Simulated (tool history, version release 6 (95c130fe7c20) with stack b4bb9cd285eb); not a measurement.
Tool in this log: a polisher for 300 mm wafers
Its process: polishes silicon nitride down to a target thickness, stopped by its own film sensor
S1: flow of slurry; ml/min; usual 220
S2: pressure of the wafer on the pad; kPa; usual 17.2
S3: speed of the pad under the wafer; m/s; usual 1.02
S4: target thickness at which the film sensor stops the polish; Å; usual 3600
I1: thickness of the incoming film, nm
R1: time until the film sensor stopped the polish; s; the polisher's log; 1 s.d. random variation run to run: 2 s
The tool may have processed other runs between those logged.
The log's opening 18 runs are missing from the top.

| run | day | S1 | S2 | S3 | S4 | I1 | R1 |
|---|---|---|---|---|---|---|---|
| 19 | 56.704 | 175 | 19.3 | 1.12 | 3130 | 508.5 | 122.5 |
| 20 | 60.608 | 220 | 17.2 | 1.02 | 3600 | 518.8 | 117.5 |
| 21 | 63.046 | 220 | 17.2 | 0.84 | 3220 | 505.4 | 161.5 |
|  | 66.588 | head pressure recalibrated |
| 22 | 67.138 | 220 | 17.2 | 1.20 | 3600 | 509.3 | 100.2 |
| 23 | 69.300 | 220 | 17.2 | 1.20 | 3600 | 514.8 | 103.6 |
| 24 | 72.475 | 250 | 17.2 | 1.16 | 3940 | 507.0 | 74.9 |
|  | 73.467 | worn pad replaced by a new one |
| 25 | 75.083 | 160 | 13.1 | 1.02 | 3380 | 517.8 | 200.8 |
| 26 | 77.062 | 220 | 17.2 | 1.14 | 3600 | 510.3 | 110.0 |
|  | 80.167 | slurry nozzle cleaned |
| 27 | 80.929 | 220 | 17.2 | 1.02 | 3250 | 512.0 | 139.9 |
| 28 | 84.642 | 220 | 17.2 | 0.88 | 3600 | 501.9 | 113.8 |
| 29 | 88.083 | 220 | 20.0 | 1.12 | 3270 | 511.2 | 108.6 |
| 30 | 89.900 | 220 | 12.4 | 1.02 | 3600 | 517.7 | 165.7 |
| 31 | 92.554 | 220 | 17.2 | 0.78 | 3390 | 518.1 | 167.7 |
| 32 | 96.312 | 150 | 19.3 | 1.02 | 3600 | 509.5 | 110.2 |
|  | 96.967 | head pressure recalibrated |
|  | 98.075 | worn pad replaced by a new one |
| 33 | 99.879 | 220 | 17.2 | 1.02 | 3600 | 505.5 | 112.1 |
| 34 | 103.308 | 270 | 11.0 | 1.22 | 3790 | 516.6 | 141.5 |
| 35 | 106.304 | 220 | 17.2 | 1.02 | 3600 | 508.5 | 116.7 |
|  | 107.629 | slurry nozzle cleaned |
| 36 | 108.054 | 145 | 17.2 | 1.02 | 3600 | 511.2 | 120.8 |
| 37 | 110.925 | 220 | 17.2 | 0.66 | 3140 | 519.4 | 210.1 |

What if the next run were any one of these 3? Each begins from the tool's condition after run 37:
| A | 110.946 | 220 | 20.7 | 1.02 | 3600 | 508.1 | ? |
| B | 110.946 | 220 | 17.2 | 1.02 | 3230 | 508.1 | ? |
| C | 110.946 | 255 | 20.7 | 1.02 | 3970 | 508.1 | ? |

| run | R1 |
|---|---|
| A | 89.7 |
| B | 134.6 |
| C | 66.0 |
What these runs would have given with no unlogged condition in the tool:
| run | R1 |
|---|---|
| A | 89.0 |
| B | 133.4 |
| C | 65.6 |

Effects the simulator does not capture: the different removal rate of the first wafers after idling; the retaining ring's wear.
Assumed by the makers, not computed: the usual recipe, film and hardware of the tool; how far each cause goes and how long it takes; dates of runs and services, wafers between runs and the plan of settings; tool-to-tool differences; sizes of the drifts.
